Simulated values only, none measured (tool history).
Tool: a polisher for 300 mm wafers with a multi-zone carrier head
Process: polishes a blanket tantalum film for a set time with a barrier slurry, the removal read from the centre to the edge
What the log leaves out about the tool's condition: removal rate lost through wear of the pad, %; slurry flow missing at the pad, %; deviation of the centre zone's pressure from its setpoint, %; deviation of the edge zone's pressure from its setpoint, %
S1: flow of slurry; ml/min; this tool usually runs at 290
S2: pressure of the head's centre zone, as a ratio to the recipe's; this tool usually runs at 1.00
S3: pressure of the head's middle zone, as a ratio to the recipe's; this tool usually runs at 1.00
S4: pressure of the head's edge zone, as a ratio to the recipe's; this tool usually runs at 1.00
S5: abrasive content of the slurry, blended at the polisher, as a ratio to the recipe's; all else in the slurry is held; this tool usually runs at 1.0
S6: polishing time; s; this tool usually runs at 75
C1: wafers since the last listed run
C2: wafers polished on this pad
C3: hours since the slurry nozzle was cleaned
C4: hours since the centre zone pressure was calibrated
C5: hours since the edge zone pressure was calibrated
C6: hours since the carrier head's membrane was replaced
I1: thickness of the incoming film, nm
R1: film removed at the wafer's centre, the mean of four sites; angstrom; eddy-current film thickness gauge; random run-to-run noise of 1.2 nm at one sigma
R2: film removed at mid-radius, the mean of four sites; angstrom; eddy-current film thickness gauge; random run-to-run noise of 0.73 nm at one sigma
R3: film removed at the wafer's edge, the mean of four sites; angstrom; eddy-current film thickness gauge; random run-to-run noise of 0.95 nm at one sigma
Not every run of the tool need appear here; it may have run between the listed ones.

| run | hour | S1 | S2 | S3 | S4 | S5 | S6 | C1 | C2 | C3 | C4 | C5 | C6 | I1 | R1 | R2 | R3 |
|---|---|---|---|---|---|---|---|---|---|---|---|---|---|---|---|---|---|
| 1 | 0.0 | 290 | 1.00 | 1.00 | 1.00 | 1.0 | 75 | 0 | 5 | 131.2 | 383.4 | 258.6 | 1148.9 | 330.5 | 939 | 940 | 926 |
| 2 | 22.7 | 290 | 1.00 | 1.00 | 1.00 | 1.0 | 75 | 224 | 229 | 153.9 | 406.1 | 281.3 | 1171.6 | 328.5 | 885 | 894 | 933 |
| 3 | 40.2 | 290 | 1.00 | 1.00 | 1.00 | 1.0 | 75 | 172 | 402 | 171.4 | 423.6 | 298.8 | 1189.1 | 332.8 | 882 | 891 | 902 |
| 4 | 55.3 | 290 | 1.00 | 1.00 | 1.09 | 1.0 | 75 | 149 | 551 | 186.5 | 438.7 | 313.9 | 1204.2 | 325.3 | 866 | 876 | 914 |
| 5 | 87.9 | 290 | 1.00 | 1.00 | 1.09 | 1.0 | 75 | 322 | 873 | 219.1 | 471.3 | 346.5 | 1236.8 | 329.5 | 853 | 861 | 899 |
|  | 95.7 | slurry nozzle cleaned |
| 6 | 106.3 | 290 | 1.00 | 1.00 | 1.00 | 1.2 | 75 | 171 | 1045 | 10.6 | 489.7 | 364.9 | 1255.2 | 325.6 | 883 | 880 | 912 |
|  | 138.4 | worn pad replaced by a new one |
| 7 | 138.9 | 290 | 1.00 | 1.00 | 1.00 | 1.2 | 75 | 282 | 5 | 43.2 | 522.3 | 397.5 | 1287.8 | 330.4 | 972 | 980 | 993 |
| 8 | 155.0 | 255 | 1.00 | 0.96 | 1.00 | 1.0 | 75 | 159 | 164 | 59.3 | 538.4 | 413.6 | 1303.9 | 329.4 | 885 | 871 | 918 |
| 9 | 168.4 | 290 | 1.00 | 1.00 | 1.00 | 1.2 | 75 | 132 | 296 | 72.7 | 551.8 | 427.0 | 1317.3 | 334.0 | 952 | 948 | 960 |
|  | 170.9 | edge zone pressure recalibrated |
| 10 | 196.0 | 290 | 0.91 | 1.12 | 1.00 | 1.0 | 75 | 252 | 549 | 100.3 | 579.4 | 25.1 | 1344.9 | 331.9 | 802 | 975 | 894 |
| 11 | 219.2 | 235 | 1.00 | 1.11 | 0.90 | 1.3 | 75 | 229 | 778 | 123.5 | 602.6 | 48.3 | 1368.1 | 335.7 | 880 | 986 | 877 |
|  | 250.9 | worn pad replaced by a new one |
| 12 | 255.0 | 290 | 1.00 | 1.00 | 1.00 | 1.0 | 100 | 314 | 40 | 159.3 | 638.4 | 84.1 | 1403.9 | 323.6 | 1234 | 1241 | 1280 |
| 13 | 268.1 | 290 | 1.00 | 1.00 | 1.00 | 1.0 | 75 | 129 | 169 | 172.4 | 651.5 | 97.2 | 1417.0 | 330.0 | 905 | 916 | 946 |
| 14 | 293.9 | 290 | 1.00 | 1.00 | 1.09 | 1.0 | 75 | 254 | 424 | 198.2 | 677.3 | 123.0 | 1442.8 | 332.6 | 880 | 893 | 923 |
|  | 301.2 | slurry nozzle cleaned |
| 15 | 317.9 | 290 | 1.06 | 1.05 | 1.00 | 0.8 | 68 | 227 | 651 | 16.7 | 701.3 | 147.0 | 1466.8 | 323.8 | 770 | 771 | 749 |
|  | 352.1 | carrier head's membrane replaced by a new one |
|  | 379.2 | worn pad replaced by a new one |
|  | 383.0 | centre zone pressure recalibrated |
| 16 | 407.2 | 210 | 1.00 | 1.00 | 1.10 | 1.0 | 57 | 773 | 256 | 106.0 | 24.2 | 236.3 | 55.1 | 330.9 | 657 | 655 | 698 |
| 17 | 424.0 | 290 | 1.11 | 1.11 | 1.05 | 1.0 | 75 | 165 | 422 | 122.8 | 41.0 | 253.1 | 71.9 | 331.8 | 993 | 963 | 904 |
| 18 | 440.9 | 290 | 1.00 | 1.00 | 1.05 | 1.0 | 75 | 166 | 589 | 139.7 | 57.9 | 270.0 | 88.8 | 328.2 | 880 | 855 | 886 |
|  | 502.8 | slurry nozzle cleaned |
| 19 | 514.4 | 290 | 1.00 | 1.00 | 1.00 | 1.0 | 85 | 716 | 1306 | 11.6 | 131.4 | 343.5 | 162.3 | 326.5 | 902 | 898 | 914 |
|  | 521.6 | worn pad replaced by a new one |
| 20 | 543.9 | 205 | 1.00 | 0.95 | 0.92 | 0.9 | 75 | 251 | 220 | 41.1 | 160.9 | 373.0 | 191.8 | 331.4 | 842 | 797 | 838 |

Alternative continuations, all from the tool just after run 20; predict every row:
| A | 544.3 | 290 | 1.07 | 1.00 | 1.00 | 1.0 | 75 | 3 | 224 | 41.5 | 161.3 | 373.4 | 192.2 | 329.8 | ? | ? | ? |
| B | 544.3 | 290 | 1.04 | 1.00 | 1.00 | 1.0 | 75 | 3 | 224 | 41.5 | 161.3 | 373.4 | 192.2 | 329.8 | ? | ? | ? |
| C | 544.3 | 240 | 1.00 | 1.00 | 0.94 | 1.0 | 75 | 3 | 224 | 41.5 | 161.3 | 373.4 | 192.2 | 329.8 | ? | ? | ? |
| D | 544.3 | 385 | 1.00 | 1.00 | 1.00 | 1.0 | 49 | 3 | 224 | 41.5 | 161.3 | 373.4 | 192.2 | 329.8 | ? | ? | ? |
| E | 544.3 | 380 | 1.00 | 0.90 | 1.06 | 1.2 | 75 | 3 | 224 | 41.5 | 161.3 | 373.4 | 192.2 | 329.8 | ? | ? | ? |

| run | R1 | R2 | R3 |
|---|---|---|---|
| A | 941 | 906 | 917 |
| B | 917 | 906 | 917 |
| C | 864 | 887 | 885 |
| D | 594 | 607 | 611 |
| E | 955 | 894 | 1003 |
Stripped of hidden state, with their random variation kept, the same runs would have yielded:
| run | R1 | R2 | R3 |
|---|---|---|---|
| A | 968 | 931 | 943 |
| B | 943 | 932 | 943 |
| C | 888 | 912 | 911 |
| D | 611 | 624 | 628 |
| E | 982 | 920 | 1031 |
